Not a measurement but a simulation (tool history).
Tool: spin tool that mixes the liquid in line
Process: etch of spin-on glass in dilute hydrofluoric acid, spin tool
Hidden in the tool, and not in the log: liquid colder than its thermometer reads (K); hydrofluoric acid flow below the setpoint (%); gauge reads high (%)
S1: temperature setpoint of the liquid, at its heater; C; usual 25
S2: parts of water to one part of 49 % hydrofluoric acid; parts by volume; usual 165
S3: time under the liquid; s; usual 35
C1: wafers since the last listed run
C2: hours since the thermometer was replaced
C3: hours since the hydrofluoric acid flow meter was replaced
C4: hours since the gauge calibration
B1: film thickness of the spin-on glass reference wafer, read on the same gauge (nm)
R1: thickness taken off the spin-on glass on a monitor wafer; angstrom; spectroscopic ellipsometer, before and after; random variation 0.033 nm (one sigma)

Run 1, hour 0: usual settings; C1 0; C2 846.6; C3 1555.3; C4 211.3; B1 118.67. Result: R1 91.6 angstrom.
Run 2, hour 31.6: usual settings; C1 528; C2 878.2; C3 1586.9; C4 242.9; B1 118.62. Result: R1 92.4 angstrom.
Run 3, hour 66.6: usual settings; C1 584; C2 913.2; C3 1621.9; C4 277.9; B1 118.62. Result: R1 91.9 angstrom.
At hour 88.8: gauge calibrated.
Run 4, hour 94.9: usual settings but S1 22 C, S3 45 s; C1 472; C2 941.5; C3 1650.2; C4 6.1; B1 120.05. Result: R1 106.6 angstrom.
Run 5, hour 111.3: usual settings but S2 115 parts by volume; C1 274; C2 957.9; C3 1666.6; C4 22.5; B1 119.81. Result: R1 141.3 angstrom.
Run 6, hour 140.8: usual settings but S2 115 parts by volume; C1 492; C2 987.4; C3 1696.1; C4 52; B1 119.49. Result: R1 140.5 angstrom.
Run 7, hour 161.6: usual settings but S2 115 parts by volume; C1 347; C2 1008.2; C3 1716.9; C4 72.8; B1 119.31. Result: R1 139.7 angstrom.
Run 8, hour 187.9: usual settings; C1 439; C2 1034.5; C3 1743.2; C4 99.1; B1 119.16. Result: R1 92.4 angstrom.
Run 9, hour 216.3: usual settings; C1 474; C2 1062.9; C3 1771.6; C4 127.5; B1 118.97. Result: R1 92 angstrom.
Run 10, hour 242.7: usual settings; C1 441; C2 1089.3; C3 1798; C4 153.9; B1 118.89. Result: R1 91.9 angstrom.
Run 11, hour 261.4: usual settings; C1 312; C2 1108; C3 1816.7; C4 172.6; B1 118.85. Result: R1 92 angstrom.
Run 12, hour 274.4: usual settings; C1 217; C2 1121; C3 1829.7; C4 185.6; B1 118.81. Result: R1 92.1 angstrom.
Run 13, hour 288.9: usual settings but S1 27.5 C, S2 100 parts by volume; C1 242; C2 1135.5; C3 1844.2; C4 200.1; B1 118.75. Result: R1 181 angstrom.
Run 14, hour 324.1: usual settings but S3 15 s; C1 588; C2 1170.7; C3 1879.4; C4 235.3; B1 118.7. Result: R1 39.5 angstrom.
Run 15, hour 336.4: usual settings but S1 20.5 C, S2 115 parts by volume, S3 25 s; C1 205; C2 1183; C3 1891.7; C4 247.6; B1 118.64. Result: R1 83.8 angstrom.
At hour 360.8: hydrofluoric acid flow meter replaced.
Run 16, hour 369.8: usual settings but S1 23 C, S2 95 parts by volume, S3 25 s; C1 541; C2 1216.4; C3 9; C4 281; B1 118.6. Result: R1 114.2 angstrom.
Run 17, hour 391.9: usual settings but S1 23.5 C, S2 120 parts by volume, S3 45 s; C1 369; C2 1238.5; C3 31.1; C4 303.1; B1 118.58. Result: R1 161.6 angstrom.
At hour 420.2: gauge calibrated.
Run 18, hour 427.2: usual settings but S1 21 C, S3 20 s; C1 589; C2 1273.8; C3 66.4; C4 7; B1 119.97. Result: R1 45.5 angstrom.
Run 19, hour 458.4: usual settings but S2 125 parts by volume; C1 521; C2 1305; C3 97.6; C4 38.2; B1 119.56. Result: R1 127.8 angstrom.
Run 20, hour 482.3: usual settings; C1 399; C2 1328.9; C3 121.5; C4 62.1; B1 119.33. Result: R1 92.7 angstrom.
At hour 501.3: thermometer replaced.
Run 21, hour 509.3: usual settings but S1 20.5 C, S2 205 parts by volume; C1 434; C2 8; C3 148.5; C4 89.1; B1 119.13. Result: R1 60 angstrom.
Run 22, hour 539.6: usual settings but S2 115 parts by volume; C1 506; C2 38.3; C3 178.8; C4 119.4; B1 118.94. Result: R1 139.9 angstrom.
Run 23, hour 556.4: usual settings but S2 135 parts by volume; C1 280; C2 55.1; C3 195.6; C4 136.2; B1 118.88. Result: R1 116.7 angstrom.
Run 24, hour 585.6: usual settings but S1 29.5 C, S2 100 parts by volume, S3 25 s; C1 487; C2 84.3; C3 224.8; C4 165.4; B1 118.77. Result: R1 139.6 angstrom.
Run 25, hour 608.1: usual settings; C1 376; C2 106.8; C3 247.3; C4 187.9; B1 118.68. Result: R1 92.1 angstrom.
Run 26, hour 636.3: usual settings but S2 125 parts by volume; C1 471; C2 135; C3 275.5; C4 216.1; B1 118.62. Result: R1 127.5 angstrom.

Forecast each of these 5 alternatives for the next run:
Run A, hour 636.7: usual settings; C1 6; C2 135.4; C3 275.9; C4 216.5; B1 ?. Result: R1 ?.
Run B, hour 636.7: usual settings but S1 28 C, S2 120 parts by volume; C1 6; C2 135.4; C3 275.9; C4 216.5; B1 ?. Result: R1 ?.
Run C, hour 636.7: usual settings but S1 28.5 C, S2 140 parts by volume, S3 45 s; C1 6; C2 135.4; C3 275.9; C4 216.5; B1 ?. Result: R1 ?.
Run D, hour 636.7: usual settings but S1 23 C, S2 240 parts by volume, S3 45 s; C1 6; C2 135.4; C3 275.9; C4 216.5; B1 ?. Result: R1 ?.
Run E, hour 636.7: usual settings but S1 20.5 C, S2 225 parts by volume, S3 15 s; C1 6; C2 135.4; C3 275.9; C4 216.5; B1 ?. Result: R1 ?.

run      B1     R1
  A  118.61     92
  B  118.61  149.6
  C  118.61  163.7
  D  118.61   69.7
  E  118.61   22.9
Without the tool's hidden state the same runs would have given:
run     R1
  A   93.1
  B  151.4
  C  165.6
  D   70.5
  E   23.2
